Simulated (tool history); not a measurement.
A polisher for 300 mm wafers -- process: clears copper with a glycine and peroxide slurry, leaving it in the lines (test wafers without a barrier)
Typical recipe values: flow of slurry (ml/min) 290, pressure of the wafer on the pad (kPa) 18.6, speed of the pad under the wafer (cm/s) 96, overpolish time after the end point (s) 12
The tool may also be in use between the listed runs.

run,day,flow of slurry (ml/min),pressure of the wafer on the pad (kPa),speed of the pad under the wafer (cm/s),overpolish time after the end point (s),wafers since the last listed run,wafers polished on this pad,hours since the slurry nozzle was cleaned,hours since the head pressure was calibrated,"incoming thickness of the incoming film, nm",time until the end point was called (s),dishing of a wide line in a test structure (Å)
1,0.000,290,18.6,96,12,0,2747,84.4,486.1,673.9,119.7,426
# day 2.142: worn pad replaced by a new one
2,3.704,290,20.7,96,12,684,302,173.3,575.0,669.0,108.3,436
3,6.071,290,20.7,96,12,458,760,230.1,631.8,673.6,112.6,444
4,8.408,290,20.7,96,12,452,1213,286.2,687.9,659.7,107.5,447
# day 9.812: head pressure recalibrated
5,10.312,260,18.6,96,12,352,1565,331.9,12.0,677.2,124.1,411
# day 11.958: slurry nozzle cleaned
6,12.917,260,18.6,96,12,496,2062,23.0,74.5,656.3,116.9,427
7,14.671,260,18.6,96,12,339,2401,65.1,116.6,668.1,118.7,416
8,16.775,290,18.6,96,12,407,2809,115.6,167.1,674.2,119.5,434
9,19.471,290,18.6,96,12,521,3331,180.3,231.8,684.2,123.2,433
# day 21.867: worn pad replaced by a new one
10,22.562,290,18.6,96,12,566,134,254.5,306.0,672.2,122.2,414
11,25.154,290,18.6,96,12,501,636,316.7,368.2,672.5,120.2,415
12,26.879,290,18.6,96,12,333,970,358.1,409.6,669.0,121.8,409
13,29.388,290,18.6,96,12,485,1455,418.3,469.8,667.9,120.8,416
# day 29.688: slurry nozzle cleaned
14,32.129,290,18.6,96,12,522,1978,58.6,535.6,682.9,127.4,419
15,35.633,250,24.8,118,12,678,2657,142.7,619.7,675.8,92.5,529
16,38.050,290,18.6,70,12,467,3125,200.7,677.7,660.6,141.6,362
17,40.583,290,22.8,62,12,490,3615,261.5,738.5,669.4,129.5,398
# day 42.308: worn pad replaced by a new one
# day 44.067: head pressure recalibrated
18,44.088,290,24.1,96,12,630,328,345.6,0.5,684.2,107.9,484
19,47.775,250,18.6,96,12,713,1042,434.1,89.0,675.7,131.5,392
# day 48.233: slurry nozzle cleaned, repeated, since the last time left the tool worse
20,51.992,290,18.6,96,12,808,1850,90.2,190.2,667.1,117.7,421
21,54.988,290,18.6,96,12,580,2430,162.1,262.1,662.7,119.8,440
22,58.367,190,20.0,96,12,654,3084,243.2,343.2,679.4,122.4,419
# day 61.317: worn pad replaced by a new one
# day 65.054: slurry nozzle cleaned
23,65.829,290,18.6,96,12,1404,865,18.6,522.3,672.5,119.8,428
24,68.679,370,15.9,128,16,551,1417,87.0,590.7,671.2,115.3,507
# day 75.954: head pressure recalibrated
# day 77.567: worn pad replaced by a new one
25,82.029,290,18.6,96,12,2536,863,407.4,145.8,664.0,120.3,416
# day 83.167: slurry nozzle cleaned
26,85.300,260,18.6,96,12,625,1488,51.2,224.3,676.6,122.3,406
27,87.775,365,13.8,76,16,479,1968,110.6,283.7,661.8,162.6,412
28,90.454,325,13.8,82,12,518,2486,174.9,348.0,677.8,163.0,337

5 options for the next run, each taken on its own from the tool as it stands now. Forecast them:
A,90.475,290,18.6,62,12,4,2490,175.4,348.5,677.9,?,?
B,90.475,290,15.2,96,15,4,2490,175.4,348.5,677.9,?,?
C,90.475,240,18.6,96,10,4,2490,175.4,348.5,677.9,?,?
D,90.475,290,21.4,120,12,4,2490,175.4,348.5,677.9,?,?
E,90.475,245,20.7,86,14,4,2490,175.4,348.5,677.9,?,?

run,time until the end point was called (s),dishing of a wide line in a test structure (Å)
A,146.8,362
B,142.9,431
C,123.8,356
D,96.3,488
E,119.5,471
Without the tool's hidden state the same runs would have given:
run,time until the end point was called (s),dishing of a wide line in a test structure (Å)
A,145.4,365
B,141.6,434
C,122.5,359
D,95.4,491
E,118.2,475

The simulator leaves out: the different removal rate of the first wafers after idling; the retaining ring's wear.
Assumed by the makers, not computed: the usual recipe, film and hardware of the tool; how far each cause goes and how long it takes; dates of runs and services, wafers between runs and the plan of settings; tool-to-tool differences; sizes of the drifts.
